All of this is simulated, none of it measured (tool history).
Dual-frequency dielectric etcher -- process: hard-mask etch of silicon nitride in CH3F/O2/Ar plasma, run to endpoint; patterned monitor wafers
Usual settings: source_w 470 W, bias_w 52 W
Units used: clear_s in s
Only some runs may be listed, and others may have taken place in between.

run   hour  source_w  bias_w  incoming incoming film thickness, nm  clear_s
  1    0.0       500      52                                 29.20     41.5
  2   47.8       500      52                                 29.25     40.9
  3   74.5       470      52                                 29.09     41.3
  4  113.0       470      52                                 29.08     41.2
  5  176.8       380      52                                 28.98     44.1
  6  218.7       380      52                                 29.17     43.8
  7  256.3       380      52                                 29.00     44.5
  8  324.9       470      49                                 29.17     42.8
     357.5  -- source power generator calibrated
  9  363.2       470      49                                 29.21     43.0
 10  408.9       470      52                                 28.93     41.0
     429.6  -- bias power generator calibrated
     451.0  -- wet clean of the chamber
 11  470.5       410      52                                 29.00     43.8
 12  537.1       420      62                                 29.00     41.4
 13  601.1       360      60                                 29.17     43.6
     641.2  -- upper electrode replaced
 14  653.6       410      52                                 29.14     43.6
 15  704.8       470      45                                 29.44     44.0
 16  765.7       470      52                                 29.12     41.7
 17  796.4       370      41                                 29.19     48.1
 18  845.7       420      62                                 28.95     40.9
 19  894.5       560      64                                 29.39     37.4
     948.5  -- wet clean of the chamber
 20  949.0       530      46                                 28.98     41.3

The tool's hidden state at each run:
etch rate over this chamber's usual, %: 0 in every run
source power that arrives over what is set, %: 0 in every run
bias power that arrives over what is set, %: 0 in every run

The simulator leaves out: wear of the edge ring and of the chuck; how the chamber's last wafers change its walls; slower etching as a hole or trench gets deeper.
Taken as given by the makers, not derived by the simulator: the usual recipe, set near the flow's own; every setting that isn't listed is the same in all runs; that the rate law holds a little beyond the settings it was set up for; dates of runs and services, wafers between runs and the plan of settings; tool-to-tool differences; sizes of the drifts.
